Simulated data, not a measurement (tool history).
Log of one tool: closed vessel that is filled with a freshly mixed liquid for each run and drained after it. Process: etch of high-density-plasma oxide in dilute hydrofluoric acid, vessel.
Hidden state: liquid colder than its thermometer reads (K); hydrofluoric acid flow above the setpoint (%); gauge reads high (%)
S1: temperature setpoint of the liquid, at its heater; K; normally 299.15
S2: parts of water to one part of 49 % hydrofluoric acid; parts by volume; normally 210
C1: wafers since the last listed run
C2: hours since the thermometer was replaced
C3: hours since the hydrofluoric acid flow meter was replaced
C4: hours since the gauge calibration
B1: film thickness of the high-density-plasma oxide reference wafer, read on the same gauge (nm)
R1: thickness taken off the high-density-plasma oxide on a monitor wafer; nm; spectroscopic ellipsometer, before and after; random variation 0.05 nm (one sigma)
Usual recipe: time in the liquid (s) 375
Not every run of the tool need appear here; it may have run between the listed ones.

Run 1, hour 0.0: usual settings but S2 255 parts by volume; C1 0; C2 494.1; C3 481.6; C4 169.0; B1 79.97. Result: R1 7.94 nm.
Run 2, hour 7.8: usual settings but S2 255 parts by volume; C1 454; C2 501.9; C3 489.4; C4 176.8; B1 79.96. Result: R1 7.88 nm.
Run 3, hour 37.7: usual settings but time in the liquid (s) 285; C1 1740; C2 531.8; C3 519.3; C4 206.7; B1 80.00. Result: R1 7.61 nm.
Run 4, hour 71.1: usual settings; C1 1944; C2 565.2; C3 552.7; C4 240.1; B1 80.02. Result: R1 10.07 nm.
Run 5, hour 84.1: usual settings; C1 756; C2 578.2; C3 565.7; C4 253.1; B1 80.01. Result: R1 10.16 nm.
Run 6, hour 90.6: usual settings but time in the liquid (s) 420; C1 378; C2 584.7; C3 572.2; C4 259.6; B1 80.01. Result: R1 11.34 nm.
Run 7, hour 103.7: usual settings but time in the liquid (s) 420; C1 762; C2 597.8; C3 585.3; C4 272.7; B1 80.00. Result: R1 11.36 nm.
Run 8, hour 118.7: usual settings; C1 873; C2 612.8; C3 600.3; C4 287.7; B1 80.00. Result: R1 10.06 nm.
Run 9, hour 132.4: usual settings but S1 301.15 K, S2 285 parts by volume; C1 797; C2 626.5; C3 614.0; C4 301.4; B1 80.04. Result: R1 7.44 nm.
Run 10, hour 144.9: usual settings; C1 727; C2 639.0; C3 626.5; C4 313.9; B1 79.97. Result: R1 10.09 nm.
Run 11, hour 157.1: usual settings; C1 710; C2 651.2; C3 638.7; C4 326.1; B1 80.00. Result: R1 10.12 nm.
At hour 158.4: hydrofluoric acid flow meter replaced.
Run 12, hour 174.5: usual settings; C1 954; C2 668.6; C3 16.1; C4 343.5; B1 80.01. Result: R1 9.67 nm.
At hour 181.6: gauge calibrated.
Run 13, hour 189.4: usual settings; C1 867; C2 683.5; C3 31.0; C4 7.8; B1 80.01. Result: R1 9.68 nm.
Run 14, hour 205.4: usual settings; C1 931; C2 699.5; C3 47.0; C4 23.8; B1 80.02. Result: R1 9.73 nm.
Run 15, hour 219.3: usual settings; C1 809; C2 713.4; C3 60.9; C4 37.7; B1 80.00. Result: R1 9.66 nm.
At hour 233.6: thermometer replaced.
Run 16, hour 235.0: usual settings; C1 855; C2 1.4; C3 76.6; C4 53.4; B1 79.99. Result: R1 10.18 nm.
Run 17, hour 249.1: usual settings but S1 297.65 K, S2 145 parts by volume, time in the liquid (s) 160; C1 820; C2 15.5; C3 90.7; C4 67.5; B1 79.98. Result: R1 6.38 nm.
Run 18, hour 257.6: usual settings but S1 294.65 K; C1 494; C2 24.0; C3 99.2; C4 76.0; B1 79.97. Result: R1 8.63 nm.
Run 19, hour 271.6: usual settings; C1 814; C2 38.0; C3 113.2; C4 90.0; B1 79.99. Result: R1 10.17 nm.
Run 20, hour 278.4: usual settings but S2 255 parts by volume; C1 395; C2 44.8; C3 120.0; C4 96.8; B1 80.01. Result: R1 7.99 nm.
Run 21, hour 290.3: usual settings but S2 165 parts by volume; C1 692; C2 56.7; C3 131.9; C4 108.7; B1 79.99. Result: R1 13.64 nm.
Run 22, hour 300.0: usual settings but S1 302.15 K, S2 170 parts by volume, time in the liquid (s) 480; C1 564; C2 66.4; C3 141.6; C4 118.4; B1 80.02. Result: R1 18.59 nm.
Run 23, hour 315.0: usual settings but S1 297.15 K, time in the liquid (s) 500; C1 873; C2 81.4; C3 156.6; C4 133.4; B1 80.04. Result: R1 12.62 nm.
Run 24, hour 321.4: usual settings but S1 302.15 K, S2 170 parts by volume, time in the liquid (s) 480; C1 372; C2 87.8; C3 163.0; C4 139.8; B1 79.99. Result: R1 18.71 nm.
Run 25, hour 337.2: usual settings but time in the liquid (s) 560; C1 919; C2 103.6; C3 178.8; C4 155.6; B1 79.99. Result: R1 15.22 nm.
Run 26, hour 347.0: usual settings; C1 570; C2 113.4; C3 188.6; C4 165.4; B1 79.97. Result: R1 10.17 nm.
Run 27, hour 356.7: usual settings but S1 294.65 K, S2 110 parts by volume, time in the liquid (s) 555; C1 564; C2 123.1; C3 198.3; C4 175.1; B1 80.02. Result: R1 27.26 nm.
Run 28, hour 364.3: usual settings but S1 297.65 K, S2 260 parts by volume; C1 442; C2 130.7; C3 205.9; C4 182.7; B1 79.98. Result: R1 7.41 nm.
Run 29, hour 380.1: usual settings but S2 275 parts by volume, time in the liquid (s) 150; C1 919; C2 146.5; C3 221.7; C4 198.5; B1 80.04. Result: R1 2.90 nm.
Run 30, hour 433.3: usual settings but S1 303.15 K, S2 155 parts by volume, time in the liquid (s) 455; C1 3096; C2 199.7; C3 274.9; C4 251.7; B1 79.97. Result: R1 20.62 nm.
Run 31, hour 442.4: usual settings; C1 529; C2 208.8; C3 284.0; C4 260.8; B1 80.02. Result: R1 10.16 nm.
Run 32, hour 451.3: usual settings; C1 518; C2 217.7; C3 292.9; C4 269.7; B1 79.96. Result: R1 10.25 nm.
Run 33, hour 463.7: usual settings but S1 295.15 K, S2 170 parts by volume, time in the liquid (s) 590; C1 721; C2 230.1; C3 305.3; C4 282.1; B1 80.02. Result: R1 17.83 nm.

What was the tool's hidden state at every run in the log?
gauge reads high (%): 0 at every run
H1: liquid colder than its thermometer reads (K)
H2: hydrofluoric acid flow above the setpoint (%)
run      H1     H2
  1   0.963   3.52
  2   0.974   3.58
  3    1.02   3.78
  4    1.07   4.01
  5    1.09   4.09
  6     1.1   4.14
  7    1.11   4.23
  8    1.14   4.33
  9    1.16   4.42
 10    1.17   4.51
 11    1.19   4.59
 12    1.22  0.721
 13    1.24  0.822
 14    1.26   0.93
 15    1.28   1.02
 16  0.0167   1.13
 17  0.0373   1.23
 18  0.0497   1.28
 19  0.0702   1.38
 20  0.0802   1.43
 21  0.0976   1.51
 22   0.112   1.57
 23   0.134   1.67
 24   0.143   1.72
 25   0.166   1.82
 26   0.181   1.89
 27   0.195   1.96
 28   0.206   2.01
 29   0.229   2.12
 30   0.307   2.48
 31    0.32   2.54
 32   0.333    2.6
 33   0.351   2.68

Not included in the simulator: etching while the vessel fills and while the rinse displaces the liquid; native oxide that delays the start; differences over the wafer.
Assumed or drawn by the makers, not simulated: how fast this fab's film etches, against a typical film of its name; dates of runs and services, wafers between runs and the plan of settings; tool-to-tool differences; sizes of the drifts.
